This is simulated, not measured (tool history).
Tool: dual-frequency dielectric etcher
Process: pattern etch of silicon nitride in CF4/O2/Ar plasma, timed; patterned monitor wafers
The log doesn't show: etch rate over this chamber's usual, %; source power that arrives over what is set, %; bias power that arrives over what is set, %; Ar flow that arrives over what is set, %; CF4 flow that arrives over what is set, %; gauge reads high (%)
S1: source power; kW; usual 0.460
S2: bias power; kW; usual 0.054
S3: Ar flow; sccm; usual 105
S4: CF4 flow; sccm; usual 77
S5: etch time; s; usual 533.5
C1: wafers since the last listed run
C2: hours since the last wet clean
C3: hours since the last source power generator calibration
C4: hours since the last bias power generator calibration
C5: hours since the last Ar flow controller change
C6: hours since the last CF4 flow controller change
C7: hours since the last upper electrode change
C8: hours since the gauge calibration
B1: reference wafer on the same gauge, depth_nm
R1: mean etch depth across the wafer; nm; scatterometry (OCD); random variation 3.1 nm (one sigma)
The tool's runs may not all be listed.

Run 1, hour 0.0: usual settings; C1 0; C2 58.7; C3 842.7; C4 1333.8; C5 4181.7; C6 3909.5; C7 4799.3; C8 310.8; B1 811.9. Result: R1 906.1 nm.
Run 2, hour 59.1: usual settings; C1 134; C2 117.8; C3 901.8; C4 1392.9; C5 4240.8; C6 3968.6; C7 4858.4; C8 369.9; B1 810.9. Result: R1 910.9 nm.
Run 3, hour 90.7: usual settings; C1 71; C2 149.4; C3 933.4; C4 1424.5; C5 4272.4; C6 4000.2; C7 4890.0; C8 401.5; B1 810.1. Result: R1 906.8 nm.
Run 4, hour 141.7: usual settings but S5 410.5 s; C1 116; C2 200.4; C3 984.4; C4 1475.5; C5 4323.4; C6 4051.2; C7 4941.0; C8 452.5; B1 808.0. Result: R1 695.5 nm.
Run 5, hour 205.3: usual settings; C1 144; C2 264.0; C3 1048.0; C4 1539.1; C5 4387.0; C6 4114.8; C7 5004.6; C8 516.1; B1 805.5. Result: R1 899.9 nm.
Run 6, hour 274.8: usual settings; C1 158; C2 333.5; C3 1117.5; C4 1608.6; C5 4456.5; C6 4184.3; C7 5074.1; C8 585.6; B1 802.0. Result: R1 897.0 nm.
Run 7, hour 313.5: usual settings but S4 69 sccm; C1 88; C2 372.2; C3 1156.2; C4 1647.3; C5 4495.2; C6 4223.0; C7 5112.8; C8 624.3; B1 800.5. Result: R1 885.5 nm.
At hour 366.6: wet clean of the chamber.
Run 8, hour 367.1: usual settings but S4 69 sccm; C1 67; C2 0.5; C3 1209.8; C4 1700.9; C5 4548.8; C6 4276.6; C7 5166.4; C8 677.9; B1 798.1. Result: R1 882.1 nm.
Run 9, hour 387.4: usual settings; C1 46; C2 20.8; C3 1230.1; C4 1721.2; C5 4569.1; C6 4296.9; C7 5186.7; C8 698.2; B1 797.5. Result: R1 893.6 nm.
At hour 412.0: bias power generator calibrated.
Run 10, hour 422.9: usual settings but S1 0.570 kW, S3 118 sccm, S4 59 sccm, S5 486.5 s; C1 71; C2 56.3; C3 1265.6; C4 10.9; C5 4604.6; C6 4332.4; C7 5222.2; C8 733.7; B1 794.6. Result: R1 941.8 nm.
At hour 467.0: Ar flow controller replaced.
At hour 479.1: upper electrode replaced.
Run 11, hour 479.6: usual settings but S3 89 sccm, S4 94 sccm; C1 88; C2 113.0; C3 1322.3; C4 67.6; C5 12.6; C6 4389.1; C7 0.5; C8 790.4; B1 791.6. Result: R1 920.1 nm.
At hour 484.9: gauge calibrated.
At hour 525.8: CF4 flow controller replaced.
Run 12, hour 530.3: usual settings but S1 0.410 kW, S4 70 sccm; C1 101; C2 163.7; C3 1373.0; C4 118.3; C5 63.3; C6 4.5; C7 51.2; C8 45.4; B1 814.8. Result: R1 812.7 nm.
Run 13, hour 576.1: usual settings; C1 104; C2 209.5; C3 1418.8; C4 164.1; C5 109.1; C6 50.3; C7 97.0; C8 91.2; B1 815.0. Result: R1 913.7 nm.
At hour 595.3: source power generator calibrated.
Run 14, hour 623.1: usual settings but S5 410.5 s; C1 97; C2 256.5; C3 27.8; C4 211.1; C5 156.1; C6 97.3; C7 144.0; C8 138.2; B1 815.0. Result: R1 701.6 nm.
Run 15, hour 689.2: usual settings but S1 0.550 kW, S4 69 sccm, S5 586.0 s; C1 150; C2 322.6; C3 93.9; C4 277.2; C5 222.2; C6 163.4; C7 210.1; C8 204.3; B1 814.2. Result: R1 1158.5 nm.
Run 16, hour 750.2: usual settings but S1 0.370 kW; C1 138; C2 383.6; C3 154.9; C4 338.2; C5 283.2; C6 224.4; C7 271.1; C8 265.3; B1 812.3. Result: R1 748.7 nm.
At hour 804.9: wet clean of the chamber.
Run 17, hour 805.4: usual settings but S1 0.490 kW, S2 0.063 kW, S5 588.5 s; C1 71; C2 0.5; C3 210.1; C4 393.4; C5 338.4; C6 279.6; C7 326.3; C8 320.5; B1 811.7. Result: R1 1095.0 nm.

Measured less the same run without the tool's hidden state. The same run-to-run variation is in both; the gauge's scatter may not be:
run     R1
  1   -2.7
  2   -4.5
  3   -5.6
  4   -5.8
  5  -10.3
  6  -13.7
  7  -15.5
  8  -18.6
  9  -20.1
 10  -23.7
 11  -27.2
 12   +0.3
 13   +0.1
 14   -0.3
 15   -1.8
 16   -2.2
 17   -5.0
